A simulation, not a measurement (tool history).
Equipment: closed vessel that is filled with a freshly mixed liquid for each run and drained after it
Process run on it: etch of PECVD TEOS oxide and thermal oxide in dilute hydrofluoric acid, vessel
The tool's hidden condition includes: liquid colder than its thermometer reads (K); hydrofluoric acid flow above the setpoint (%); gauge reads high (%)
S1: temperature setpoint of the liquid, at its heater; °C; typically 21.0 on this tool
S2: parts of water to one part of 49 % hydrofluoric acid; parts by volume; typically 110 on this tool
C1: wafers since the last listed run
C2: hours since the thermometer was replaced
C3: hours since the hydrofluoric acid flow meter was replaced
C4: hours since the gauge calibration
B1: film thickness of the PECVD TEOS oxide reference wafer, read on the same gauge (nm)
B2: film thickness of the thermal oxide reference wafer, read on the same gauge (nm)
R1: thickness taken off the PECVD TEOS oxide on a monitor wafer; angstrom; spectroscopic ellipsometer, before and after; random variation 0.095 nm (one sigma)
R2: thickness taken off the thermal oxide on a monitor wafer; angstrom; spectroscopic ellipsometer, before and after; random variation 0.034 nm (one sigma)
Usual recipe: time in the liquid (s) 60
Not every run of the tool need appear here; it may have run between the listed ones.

run 1 day=0.000 | S1=21.0 S2=110 time_in_the_liquid_(s)=60 | C1=0 C2=1263.6 C3=183.9 C4=274.4 | B1=120.01 B2=29.951 | R1=146.5 R2=20.91
run 2 day=2.350 | S1=21.0 S2=110 time_in_the_liquid_(s)=60 | C1=4860 C2=1320.0 C3=240.3 C4=330.8 | B1=119.97 B2=29.987 | R1=147.0 R2=20.89
run 3 day=11.721 | S1=21.0 S2=110 time_in_the_liquid_(s)=60 | C1=19381 C2=1544.9 C3=465.2 C4=555.7 | B1=119.98 B2=29.982 | R1=148.0 R2=21.45
run 4 day=15.196 | S1=21.0 S2=110 time_in_the_liquid_(s)=60 | C1=7187 C2=1628.3 C3=548.6 C4=639.1 | B1=120.03 B2=29.972 | R1=148.7 R2=21.49
run 5 day=18.796 | S1=21.0 S2=110 time_in_the_liquid_(s)=60 | C1=7445 C2=1714.7 C3=635.0 C4=725.5 | B1=119.97 B2=30.010 | R1=150.7 R2=21.04
run 6 day=21.033 | S1=21.0 S2=110 time_in_the_liquid_(s)=60 | C1=4627 C2=1768.4 C3=688.7 C4=779.2 | B1=119.96 B2=29.988 | R1=150.5 R2=20.92
-- day=22.292 hydrofluoric acid flow meter replaced
run 7 day=22.800 | S1=21.0 S2=110 time_in_the_liquid_(s)=60 | C1=3567 C2=1810.8 C3=12.2 C4=821.6 | B1=119.99 B2=30.021 | R1=139.7 R2=19.61
run 8 day=24.317 | S1=21.0 S2=110 time_in_the_liquid_(s)=60 | C1=3136 C2=1847.2 C3=48.6 C4=858.0 | B1=120.01 B2=29.994 | R1=137.8 R2=19.63
-- day=24.925 thermometer replaced
-- day=26.612 gauge calibrated
run 9 day=28.238 | S1=23.0 S2=75 time_in_the_liquid_(s)=45 | C1=8023 C2=79.5 C3=142.7 C4=39.0 | B1=119.97 B2=29.986 | R1=188.6 R2=26.81
run 10 day=32.412 | S1=18.0 S2=135 time_in_the_liquid_(s)=60 | C1=8635 C2=179.7 C3=242.9 C4=139.2 | B1=120.00 B2=29.971 | R1=107.3 R2=15.04
run 11 day=45.354 | S1=18.0 S2=75 time_in_the_liquid_(s)=35 | C1=26767 C2=490.3 C3=553.5 C4=449.8 | B1=120.05 B2=30.002 | R1=121.1 R2=16.91
run 12 day=47.792 | S1=21.0 S2=85 time_in_the_liquid_(s)=60 | C1=5041 C2=548.8 C3=612.0 C4=508.3 | B1=119.96 B2=29.951 | R1=204.5 R2=28.64
run 13 day=50.500 | S1=18.0 S2=75 time_in_the_liquid_(s)=35 | C1=5601 C2=613.8 C3=677.0 C4=573.3 | B1=119.96 B2=29.968 | R1=120.9 R2=17.21
-- day=51.992 hydrofluoric acid flow meter replaced
run 14 day=52.042 | S1=23.5 S2=110 time_in_the_liquid_(s)=35 | C1=3102 C2=650.8 C3=1.2 C4=610.3 | B1=119.99 B2=29.992 | R1=93.0 R2=13.34
run 15 day=54.675 | S1=21.0 S2=110 time_in_the_liquid_(s)=60 | C1=5446 C2=714.0 C3=64.4 C4=673.5 | B1=119.98 B2=29.976 | R1=144.8 R2=20.55
run 16 day=58.200 | S1=21.0 S2=110 time_in_the_liquid_(s)=90 | C1=7290 C2=798.6 C3=149.0 C4=758.1 | B1=120.01 B2=29.970 | R1=220.8 R2=31.81
run 17 day=60.458 | S1=17.0 S2=155 time_in_the_liquid_(s)=60 | C1=4670 C2=852.8 C3=203.2 C4=812.3 | B1=119.99 B2=30.033 | R1=84.7 R2=11.90

Table of differences, measured result less the result of that run with no hidden state. Run-to-run variation is the same in both. Gauge scatter possibly is not:
run=1 R1=-4.5 R2=-0.63
run=2 R1=-3.9 R2=-0.55
run=3 R1=-1.7 R2=-0.23
run=4 R1=-0.8 R2=-0.12
run=5 R1=+0.0 R2=-0.01
run=6 R1=+0.5 R2=+0.07
run=7 R1=-10.8 R2=-1.52
run=8 R1=-10.4 R2=-1.47
run=9 R1=+0.1 R2=+0.01
run=10 R1=+0.8 R2=+0.12
run=11 R1=+3.0 R2=+0.42
run=12 R1=+6.2 R2=+0.86
run=13 R1=+3.9 R2=+0.55
run=14 R1=-3.5 R2=-0.51
run=15 R1=-4.9 R2=-0.70
run=16 R1=-6.2 R2=-0.90
run=17 R1=-2.0 R2=-0.29
